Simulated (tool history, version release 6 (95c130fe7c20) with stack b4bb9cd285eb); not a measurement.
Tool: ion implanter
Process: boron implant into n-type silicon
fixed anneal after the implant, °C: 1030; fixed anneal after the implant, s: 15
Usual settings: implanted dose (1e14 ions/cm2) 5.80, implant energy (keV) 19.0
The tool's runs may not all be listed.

run,hour,implanted dose (1e14 ions/cm2),implant energy (keV),wafers since the last listed run,hours since the last dose calibration,hours since the extraction supply was calibrated,hours since the gauge calibration,"read-back reference wafer on the same gauge, sheet resistance",sheet resistance of the implanted and annealed layer (ohm/square)
1,0.0,5.80,19.0,0,422.7,2642.9,55.7,195.93,192.37
2,29.5,5.80,19.0,648,452.2,2672.4,85.2,196.02,192.22
3,86.6,5.80,19.0,1254,509.3,2729.5,142.3,196.08,191.84
4,135.6,5.80,22.5,1076,558.3,2778.5,191.3,196.00,188.29
5,168.2,5.80,22.5,716,590.9,2811.1,223.9,196.08,189.39
6,214.6,5.80,15.5,1019,637.3,2857.5,270.3,196.06,196.06
7,265.6,5.80,15.5,1120,688.3,2908.5,321.3,195.98,196.20
8,323.1,5.80,24.0,1263,745.8,2966.0,378.8,196.01,187.62
9,349.7,5.80,22.5,584,772.4,2992.6,405.4,195.95,188.79
10,407.3,4.55,19.0,1265,830.0,3050.2,463.0,195.97,235.36
11,442.1,4.74,17.0,764,864.8,3085.0,497.8,196.04,230.20
12,491.3,7.07,19.0,1080,914.0,3134.2,547.0,196.05,162.48
# hour 554.9: extraction supply calibrated
13,559.8,4.27,16.5,1329,982.5,4.9,615.5,196.11,251.88
# hour 568.0: Faraday cup replaced and dose calibrated
# hour 588.3: gauge calibrated
14,715.1,4.49,24.5,3236,147.1,160.2,126.8,196.08,229.74
15,741.1,5.80,16.5,571,173.1,186.2,152.8,196.07,194.30
16,807.0,5.80,22.5,1447,239.0,252.1,218.7,195.88,188.00
17,871.7,7.31,24.5,1421,303.7,316.8,283.4,195.99,153.53

Some steps in sheet resistance of the implanted and annealed layer (ohm/square) between neighbouring runs. How much of each would the tool show without its hidden state too (settings, what came in, random variation), and how much is left for the hidden state, with any gauge scatter that isn't in both results?
The hidden state here: deviation of the true dose from the Faraday cup's reading, %; deviation of the true energy from its setpoint, %; gauge reads high (%).
Run 12 -> 13: implanted dose (1e14 ions/cm2) 7.07 -> 4.27, implant energy (keV) 19.0 -> 16.5, extraction supply calibrated. sheet resistance of the implanted and annealed layer (ohm/square) +89.40: hidden state +1.07, all else +88.33.
Run 13 -> 14: implanted dose (1e14 ions/cm2) 4.27 -> 4.49, implant energy (keV) 16.5 -> 24.5, Faraday cup replaced and dose calibrated, gauge calibrated. sheet resistance of the implanted and annealed layer (ohm/square) -22.14: hidden state -1.86, all else -20.28.
